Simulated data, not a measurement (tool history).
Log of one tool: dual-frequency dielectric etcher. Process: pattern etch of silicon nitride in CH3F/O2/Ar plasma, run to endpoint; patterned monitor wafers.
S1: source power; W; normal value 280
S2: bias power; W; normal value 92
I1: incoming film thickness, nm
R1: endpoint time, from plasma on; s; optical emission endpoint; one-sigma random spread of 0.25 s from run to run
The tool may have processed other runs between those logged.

run,hour,S1,S2,I1,R1
1,0,280,92,58.2,83
2,15.8,280,92,58.3,83.7
3,32.5,280,92,57.8,82.7
4,55.4,260,84,57.7,87.7
5,83.3,260,84,57.7,88.1
6,102.2,310,92,58,82
7,129.6,280,83,58.4,89
8,158.9,280,83,58,88.3
9,178.9,330,92,58.3,80.8
10,213.5,330,92,58.3,81.6
11,233.8,330,92,58,80.6
# hour 263.8: wet clean of the chamber
12,264.3,280,92,57.5,82.1
13,275.6,280,92,58.1,82.9
14,305.9,230,82,57.9,91.5
# hour 376.2: source power generator calibrated
15,398.9,330,104,57.8,75.4
16,414.3,260,92,57.6,84.8
17,427.3,210,98,58,87.4
# hour 452: bias power generator calibrated
18,452.5,280,92,57.6,83.8
19,475.5,280,92,57.8,83.8
20,491.6,280,106,57.9,78.9
# hour 520: upper electrode replaced
21,539,280,82,57.8,88.8
22,574.2,280,92,58.1,84.5
23,608.6,250,107,58.6,82.7
# hour 642.6: wet clean of the chamber
24,643.9,260,80,57.7,88
25,676.1,230,84,58.5,89.7
26,703.7,240,107,58.5,80.4
27,747.4,320,74,58.2,88.1
28,762.9,350,113,57.6,70.8
29,791.3,230,112,57.6,78.9

Forecast each of these 5 alternatives for the next run:
A,791.7,280,92,58.1,?
B,791.7,230,69,58.1,?
C,791.7,300,107,58.1,?
D,791.7,280,102,58.1,?
E,791.7,250,81,58.1,?

run,R1
A,83.2
B,99.3
C,76.5
D,79.5
E,90.6
What these runs would have given with no unlogged condition in the tool:
run,R1
A,82.7
B,98.6
C,76
D,79
E,90

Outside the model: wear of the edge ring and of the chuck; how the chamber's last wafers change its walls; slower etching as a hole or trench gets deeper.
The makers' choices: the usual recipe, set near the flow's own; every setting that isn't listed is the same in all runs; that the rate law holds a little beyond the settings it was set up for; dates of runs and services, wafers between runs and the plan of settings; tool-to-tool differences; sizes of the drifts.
